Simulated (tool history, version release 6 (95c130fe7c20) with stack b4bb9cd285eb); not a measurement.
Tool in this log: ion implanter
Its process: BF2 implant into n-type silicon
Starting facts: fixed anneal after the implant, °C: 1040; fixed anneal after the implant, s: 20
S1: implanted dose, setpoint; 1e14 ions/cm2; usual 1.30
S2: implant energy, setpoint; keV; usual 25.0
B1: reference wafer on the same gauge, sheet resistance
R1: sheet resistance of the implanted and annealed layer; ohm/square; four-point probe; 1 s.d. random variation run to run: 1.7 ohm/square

Run 1, hour 0.0: usual settings but S1 1.55 1e14 ions/cm2; B1 665.70. Result: R1 657.37 ohm/square.
Run 2, hour 7.0: usual settings but S1 1.55 1e14 ions/cm2; B1 666.14. Result: R1 659.38 ohm/square.
Run 3, hour 13.8: usual settings but S1 1.02 1e14 ions/cm2; B1 666.11. Result: R1 927.64 ohm/square.
Run 4, hour 30.1: usual settings but S1 1.02 1e14 ions/cm2; B1 665.80. Result: R1 928.44 ohm/square.
Run 5, hour 41.5: usual settings but S1 1.02 1e14 ions/cm2; B1 665.54. Result: R1 930.81 ohm/square.
At hour 45.7: gauge calibrated.
Run 6, hour 49.2: usual settings but S1 1.06 1e14 ions/cm2; B1 666.37. Result: R1 900.95 ohm/square.
Run 7, hour 65.0: usual settings but S1 1.06 1e14 ions/cm2; B1 666.18. Result: R1 900.17 ohm/square.
Run 8, hour 79.6: usual settings but S1 1.06 1e14 ions/cm2; B1 665.84. Result: R1 901.90 ohm/square.
Run 9, hour 87.6: usual settings but S2 21.0 keV; B1 665.85. Result: R1 781.55 ohm/square.
Run 10, hour 125.1: usual settings but S2 30.5 keV; B1 666.36. Result: R1 741.13 ohm/square.
Run 11, hour 139.9: usual settings but S2 30.5 keV; B1 666.11. Result: R1 744.35 ohm/square.
Run 12, hour 149.5: usual settings but S1 1.58 1e14 ions/cm2, S2 22.5 keV; B1 665.88. Result: R1 658.41 ohm/square.
Run 13, hour 159.5: usual settings; B1 666.15. Result: R1 763.86 ohm/square.
Run 14, hour 166.0: usual settings; B1 665.54. Result: R1 763.21 ohm/square.
At hour 178.1: extraction supply calibrated.
At hour 180.3: Faraday cup replaced and dose calibrated.
Run 15, hour 181.3: usual settings but S1 1.68 1e14 ions/cm2, S2 22.0 keV; B1 666.01. Result: R1 574.07 ohm/square.
Run 16, hour 194.9: usual settings but S1 0.94 1e14 ions/cm2; B1 665.66. Result: R1 919.21 ohm/square.
At hour 198.3: gauge calibrated.
Run 17, hour 212.7: usual settings but S1 0.97 1e14 ions/cm2, S2 23.0 keV; B1 665.95. Result: R1 903.98 ohm/square.
Run 18, hour 219.9: usual settings but S1 1.02 1e14 ions/cm2, S2 30.5 keV; B1 666.29. Result: R1 832.89 ohm/square.
At hour 231.7: Faraday cup replaced and dose calibrated, repeated, since the last time left the tool worse.
Run 19, hour 232.2: usual settings but S1 1.52 1e14 ions/cm2, S2 32.0 keV; B1 665.84. Result: R1 632.41 ohm/square.
Run 20, hour 239.8: usual settings but S1 1.51 1e14 ions/cm2, S2 30.0 keV; B1 666.04. Result: R1 635.93 ohm/square.
Run 21, hour 246.2: usual settings but S1 1.56 1e14 ions/cm2, S2 19.0 keV; B1 665.73. Result: R1 656.33 ohm/square.
Run 22, hour 254.2: usual settings but S2 29.5 keV; B1 665.88. Result: R1 722.98 ohm/square.
Run 23, hour 262.1: usual settings; B1 666.23. Result: R1 739.78 ohm/square.

Forecast each of these 3 alternatives for the next run:
Run A, hour 262.5: usual settings but S1 1.47 1e14 ions/cm2; B1 ?. Result: R1 ?.
Run B, hour 262.5: usual settings but S1 1.53 1e14 ions/cm2, S2 28.0 keV; B1 ?. Result: R1 ?.
Run C, hour 262.5: usual settings but S1 1.01 1e14 ions/cm2, S2 28.0 keV; B1 ?. Result: R1 ?.

run      B1      R1
  A  666.01  668.54
  B  666.01  637.93
  C  666.01  897.91
Without the tool's unlogged condition, the same runs would have read:
run      R1
  A  666.72
  B  636.19
  C  895.50
